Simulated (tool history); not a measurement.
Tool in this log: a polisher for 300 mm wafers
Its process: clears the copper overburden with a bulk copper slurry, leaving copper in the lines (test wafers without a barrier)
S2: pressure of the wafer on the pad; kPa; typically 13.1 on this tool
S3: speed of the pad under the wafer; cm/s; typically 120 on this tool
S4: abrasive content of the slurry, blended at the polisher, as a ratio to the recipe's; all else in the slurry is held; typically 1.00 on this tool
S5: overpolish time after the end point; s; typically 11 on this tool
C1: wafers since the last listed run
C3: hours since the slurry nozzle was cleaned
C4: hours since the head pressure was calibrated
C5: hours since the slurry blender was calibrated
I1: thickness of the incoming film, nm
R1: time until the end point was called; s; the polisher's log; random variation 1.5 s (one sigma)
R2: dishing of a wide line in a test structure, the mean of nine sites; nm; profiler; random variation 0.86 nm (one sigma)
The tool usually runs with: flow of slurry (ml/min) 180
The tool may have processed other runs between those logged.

run 1 hour=0.0 | flow_of_slurry_(ml/min)=180 S2=13.1 S3=120 S4=1.00 S5=11 | C1=0 wafers_polished_on_this_pad=1071 C3=174.8 C4=347.9 C5=284.0 | I1=629.0 | R1=105.2 R2=41.9
-- hour=32.2 head pressure recalibrated
-- hour=39.9 worn pad replaced by a new one
run 2 hour=64.6 | flow_of_slurry_(ml/min)=180 S2=13.1 S3=120 S4=1.00 S5=11 | C1=451 wafers_polished_on_this_pad=189 C3=239.4 C4=32.4 C5=348.6 | I1=636.3 | R1=103.1 R2=43.0
-- hour=112.1 slurry blender recalibrated
run 3 hour=170.9 | flow_of_slurry_(ml/min)=180 S2=11.7 S3=120 S4=1.00 S5=11 | C1=802 wafers_polished_on_this_pad=992 C3=345.7 C4=138.7 C5=58.8 | I1=632.1 | R1=122.0 R2=37.2
run 4 hour=210.1 | flow_of_slurry_(ml/min)=180 S2=11.7 S3=120 S4=1.00 S5=11 | C1=301 wafers_polished_on_this_pad=1294 C3=384.9 C4=177.9 C5=98.0 | I1=626.9 | R1=121.8 R2=38.0
-- hour=243.8 worn pad replaced by a new one
run 5 hour=254.9 | flow_of_slurry_(ml/min)=180 S2=11.7 S3=120 S4=1.00 S5=11 | C1=314 wafers_polished_on_this_pad=85 C3=429.7 C4=222.7 C5=142.8 | I1=627.1 | R1=118.2 R2=37.8
run 6 hour=293.8 | flow_of_slurry_(ml/min)=155 S2=13.1 S3=120 S4=1.00 S5=11 | C1=299 wafers_polished_on_this_pad=385 C3=468.6 C4=261.6 C5=181.7 | I1=641.1 | R1=116.6 R2=39.4
run 7 hour=342.7 | flow_of_slurry_(ml/min)=155 S2=13.1 S3=120 S4=1.00 S5=11 | C1=376 wafers_polished_on_this_pad=761 C3=517.5 C4=310.5 C5=230.6 | I1=632.7 | R1=118.2 R2=38.6
run 8 hour=430.6 | flow_of_slurry_(ml/min)=180 S2=13.1 S3=120 S4=1.00 S5=11 | C1=676 wafers_polished_on_this_pad=1438 C3=605.4 C4=398.4 C5=318.5 | I1=619.9 | R1=110.6 R2=41.5
-- hour=458.9 worn pad replaced by a new one
-- hour=474.4 slurry blender recalibrated
-- hour=497.6 head pressure recalibrated
run 9 hour=498.1 | flow_of_slurry_(ml/min)=180 S2=13.1 S3=120 S4=1.00 S5=11 | C1=458 wafers_polished_on_this_pad=271 C3=672.9 C4=0.5 C5=23.7 | I1=625.9 | R1=111.8 R2=41.4
-- hour=547.8 slurry nozzle cleaned
run 10 hour=591.1 | flow_of_slurry_(ml/min)=180 S2=13.1 S3=96 S4=0.70 S5=5 | C1=708 wafers_polished_on_this_pad=979 C3=43.3 C4=93.5 C5=116.7 | I1=638.1 | R1=137.0 R2=17.6
run 11 hour=667.8 | flow_of_slurry_(ml/min)=180 S2=13.1 S3=104 S4=1.00 S5=11 | C1=590 wafers_polished_on_this_pad=1569 C3=120.0 C4=170.2 C5=193.4 | I1=625.2 | R1=118.9 R2=38.2
-- hour=688.0 worn pad replaced by a new one
run 12 hour=763.2 | flow_of_slurry_(ml/min)=180 S2=13.1 S3=104 S4=1.20 S5=11 | C1=703 wafers_polished_on_this_pad=579 C3=215.4 C4=265.6 C5=288.8 | I1=633.9 | R1=115.4 R2=39.8
-- hour=807.7 slurry blender recalibrated
run 13 hour=822.2 | flow_of_slurry_(ml/min)=180 S2=13.1 S3=106 S4=1.00 S5=8 | C1=438 wafers_polished_on_this_pad=1017 C3=274.4 C4=324.6 C5=14.5 | I1=638.3 | R1=125.0 R2=27.8
-- hour=870.3 worn pad replaced by a new one
run 14 hour=876.3 | flow_of_slurry_(ml/min)=180 S2=13.1 S3=120 S4=1.00 S5=11 | C1=385 wafers_polished_on_this_pad=46 C3=328.5 C4=378.7 C5=68.6 | I1=637.4 | R1=114.2 R2=40.4
run 15 hour=961.3 | flow_of_slurry_(ml/min)=180 S2=17.9 S3=120 S4=1.00 S5=11 | C1=654 wafers_polished_on_this_pad=700 C3=413.5 C4=463.7 C5=153.6 | I1=633.6 | R1=79.8 R2=52.8
-- hour=975.4 head pressure recalibrated
run 16 hour=1010.2 | flow_of_slurry_(ml/min)=180 S2=15.9 S3=120 S4=1.25 S5=11 | C1=361 wafers_polished_on_this_pad=1061 C3=462.4 C4=34.8 C5=202.5 | I1=632.4 | R1=87.1 R2=50.4

Each row is a separate what-if for the run after 16, all from the same tool condition, not one after another. Results?
run A hour=1010.7 | flow_of_slurry_(ml/min)=180 S2=13.1 S3=120 S4=1.00 S5=11 | C1=3 wafers_polished_on_this_pad=1065 C3=462.9 C4=35.3 C5=203.0 | I1=636.7 | R1=? R2=?
run B hour=1010.7 | flow_of_slurry_(ml/min)=180 S2=17.2 S3=120 S4=1.00 S5=17 | C1=3 wafers_polished_on_this_pad=1065 C3=462.9 C4=35.3 C5=203.0 | I1=636.7 | R1=? R2=?
run C hour=1010.7 | flow_of_slurry_(ml/min)=205 S2=13.1 S3=86 S4=1.00 S5=11 | C1=3 wafers_polished_on_this_pad=1065 C3=462.9 C4=35.3 C5=203.0 | I1=636.7 | R1=? R2=?
run D hour=1010.7 | flow_of_slurry_(ml/min)=180 S2=13.1 S3=134 S4=0.75 S5=15 | C1=3 wafers_polished_on_this_pad=1065 C3=462.9 C4=35.3 C5=203.0 | I1=636.7 | R1=? R2=?
run E hour=1010.7 | flow_of_slurry_(ml/min)=180 S2=13.1 S3=96 S4=0.75 S5=9 | C1=3 wafers_polished_on_this_pad=1065 C3=462.9 C4=35.3 C5=203.0 | I1=636.7 | R1=? R2=?

run=A R1=113.9 R2=39.8
run=B R1=86.5 R2=68.1
run=C R1=150.0 R2=31.8
run=D R1=111.6 R2=51.0
run=E R1=152.4 R2=26.5
Had the tool no hidden state, the same runs would have come out as:
run=A R1=101.0 R2=43.7
run=B R1=76.8 R2=73.4
run=C R1=135.0 R2=34.7
run=D R1=99.0 R2=55.5
run=E R1=135.2 R2=29.3

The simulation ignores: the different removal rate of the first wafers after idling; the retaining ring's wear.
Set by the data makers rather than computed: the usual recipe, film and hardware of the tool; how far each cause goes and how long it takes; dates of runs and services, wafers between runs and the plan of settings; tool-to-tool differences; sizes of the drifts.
